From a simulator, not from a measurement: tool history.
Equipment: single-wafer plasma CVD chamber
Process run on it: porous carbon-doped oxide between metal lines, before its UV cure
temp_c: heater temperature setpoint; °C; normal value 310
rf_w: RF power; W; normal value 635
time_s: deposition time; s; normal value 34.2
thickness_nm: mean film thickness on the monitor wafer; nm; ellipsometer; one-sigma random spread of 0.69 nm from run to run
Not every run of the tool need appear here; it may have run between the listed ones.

| run | hour | temp_c | rf_w | time_s | wafers since the last listed run | hours since the last thermocouple change | hours since the last RF generator calibration | hours since the showerhead was replaced | hours since the gauge calibration | read-back reference wafer on the same gauge, thickness_nm | thickness_nm |
|---|---|---|---|---|---|---|---|---|---|---|---|
| 1 | 0 | 310 | 635 | 34.2 | 0 | 2211.8 | 1992.5 | 2647.4 | 106.7 | 207.757 | 214.058 |
| 2 | 28.6 | 310 | 635 | 34.2 | 779 | 2240.4 | 2021.1 | 2676 | 135.3 | 208.157 | 214.121 |
| 3 | 51.6 | 310 | 635 | 34.2 | 626 | 2263.4 | 2044.1 | 2699 | 158.3 | 208.499 | 214.846 |
| 4 | 69 | 310 | 635 | 34.2 | 474 | 2280.8 | 2061.5 | 2716.4 | 175.7 | 208.861 | 214.153 |
| 5 | 104.2 | 310 | 635 | 34.2 | 959 | 2316 | 2096.7 | 2751.6 | 210.9 | 208.762 | 214.758 |
| 6 | 123.6 | 310 | 635 | 34.2 | 528 | 2335.4 | 2116.1 | 2771 | 230.3 | 209.271 | 214.856 |
| 7 | 197.9 | 310 | 635 | 34.2 | 2024 | 2409.7 | 2190.4 | 2845.3 | 304.6 | 209.627 | 215.839 |
| 8 | 216 | 310 | 635 | 37 | 493 | 2427.8 | 2208.5 | 2863.4 | 322.7 | 209.781 | 232.07 |
| 9 | 236.2 | 310 | 635 | 37.4 | 550 | 2448 | 2228.7 | 2883.6 | 342.9 | 209.592 | 235.355 |
| 10 | 255.8 | 310 | 635 | 37.4 | 534 | 2467.6 | 2248.3 | 2903.2 | 362.5 | 209.763 | 234.638 |
|  | 281 | showerhead replaced |
|  | 323.5 | RF generator calibrated |
| 11 | 324 | 310 | 635 | 37.4 | 1422 | 2535.8 | 0.5 | 43 | 430.7 | 209.963 | 235.057 |
| 12 | 337.2 | 310 | 635 | 34.2 | 359 | 2549 | 13.7 | 56.2 | 443.9 | 210.176 | 216.076 |
|  | 347.6 | thermocouple changed; heater temperature recalibrated |
| 13 | 371.9 | 310 | 635 | 34.2 | 727 | 24.3 | 48.4 | 90.9 | 478.6 | 210.305 | 216.403 |
| 14 | 403.7 | 321 | 695 | 34.2 | 866 | 56.1 | 80.2 | 122.7 | 510.4 | 210.082 | 217.969 |
| 15 | 435.7 | 301 | 635 | 37.5 | 872 | 88.1 | 112.2 | 154.7 | 542.4 | 210.107 | 248.61 |
| 16 | 465.8 | 310 | 635 | 34.2 | 820 | 118.2 | 142.3 | 184.8 | 572.5 | 210.036 | 217.948 |
| 17 | 483.7 | 315 | 510 | 28.6 | 487 | 136.1 | 160.2 | 202.7 | 590.4 | 210.241 | 153.137 |
|  | 493.9 | gauge calibrated |
| 18 | 514.6 | 310 | 535 | 27.7 | 842 | 167 | 191.1 | 233.6 | 20.7 | 205.954 | 154.14 |
| 19 | 527.2 | 310 | 635 | 37.4 | 343 | 179.6 | 203.7 | 246.2 | 33.3 | 206.425 | 232.605 |
| 20 | 541.3 | 310 | 635 | 34.2 | 384 | 193.7 | 217.8 | 260.3 | 47.4 | 206.545 | 212.6 |
| 21 | 565.8 | 310 | 550 | 30.2 | 667 | 218.2 | 242.3 | 284.8 | 71.9 | 207.437 | 171.149 |
| 22 | 584.5 | 310 | 675 | 34.2 | 509 | 236.9 | 261 | 303.5 | 90.6 | 207.21 | 222.356 |
| 23 | 600.3 | 310 | 700 | 37.1 | 430 | 252.7 | 276.8 | 319.3 | 106.4 | 207.805 | 246.924 |
| 24 | 635.1 | 310 | 570 | 34.2 | 948 | 287.5 | 311.6 | 354.1 | 141.2 | 208.136 | 198.701 |

Run 25, settings as shown, results not yet in. Your forecast:
| 25 | 647.5 | 304 | 740 | 31.8 | 337 | 299.9 | 324 | 366.5 | 153.6 | ? | ? |

{"run 25": {"read-back reference wafer on the same gauge, thickness_nm": 208.363, "thickness_nm": 228.153}}
With the hidden condition absent and the run-to-run variation left alone, this run would have shown thickness_nm 225.683 nm.
